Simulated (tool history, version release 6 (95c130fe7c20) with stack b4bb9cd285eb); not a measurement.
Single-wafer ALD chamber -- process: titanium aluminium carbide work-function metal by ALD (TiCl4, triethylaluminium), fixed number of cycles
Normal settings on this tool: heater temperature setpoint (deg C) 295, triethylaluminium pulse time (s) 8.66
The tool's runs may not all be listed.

run,hour,heater temperature setpoint (deg C),triethylaluminium pulse time (s),"read-back reference wafer on the same gauge, thickness_nm",mean film thickness on the monitor wafer (Å)
1,0,295,8.66,2.109,20.74
2,107.4,295,8.66,2.109,20.73
3,187.8,295,8.66,2.111,20.65
4,227.7,286,7.38,2.11,18.5
5,263.8,286,7.38,2.111,18.46
6,313.2,295,8.66,2.11,20.54
7,440,295,8.66,2.11,20.34
8,540.8,295,8.66,2.11,20.38
9,690.8,286,8.66,2.11,19.37
# hour 698.8: thermocouple changed; heater temperature recalibrated
# hour 935.8: triethylaluminium bottle replaced
10,936.4,286,8.66,2.11,20.41
# hour 983.2: showerhead replaced, of another model than before
11,1026,292,6.55,2.11,19.41
12,1101.5,292,6.55,2.11,19.32
13,1180.7,292,6.55,2.11,19.31
14,1225.2,295,11.96,2.109,21.95
15,1300,307,8.66,2.11,22.24
# hour 1308.8: gauge calibrated
16,1359.3,295,8.66,2.109,21.14
17,1450.4,288,6.45,2.112,18.88
18,1551.5,295,11.96,2.111,21.95
19,1616.4,285,8.66,2.109,20.27
20,1652.9,288,6.45,2.11,18.82
21,1702.7,295,11.94,2.109,21.83
22,1774.7,287,10.9,2.11,21.18
23,1871,309,10,2.109,22.79
24,1964,295,8.66,2.11,21.05
25,2048,285,6.38,2.11,18.35
26,2153.4,295,5.46,2.11,17.67
27,2204.8,295,8.66,2.11,20.86

Consider 3 possible next runs. They are alternatives, not a sequence: every one starts from the tool as it was left by run 27. What does each give?
A,2205.2,310,8.66,?,?
B,2205.2,305,6.72,?,?
C,2205.2,286,6.72,?,?

run,"read-back reference wafer on the same gauge, thickness_nm",mean film thickness on the monitor wafer (Å)
A,2.111,22.17
B,2.111,20.16
C,2.111,18.7
The same runs, with their run-to-run variation unchanged, on a tool lacking any hidden condition would have given:
run,mean film thickness on the monitor wafer (Å)
A,22.43
B,20.57
C,19.08

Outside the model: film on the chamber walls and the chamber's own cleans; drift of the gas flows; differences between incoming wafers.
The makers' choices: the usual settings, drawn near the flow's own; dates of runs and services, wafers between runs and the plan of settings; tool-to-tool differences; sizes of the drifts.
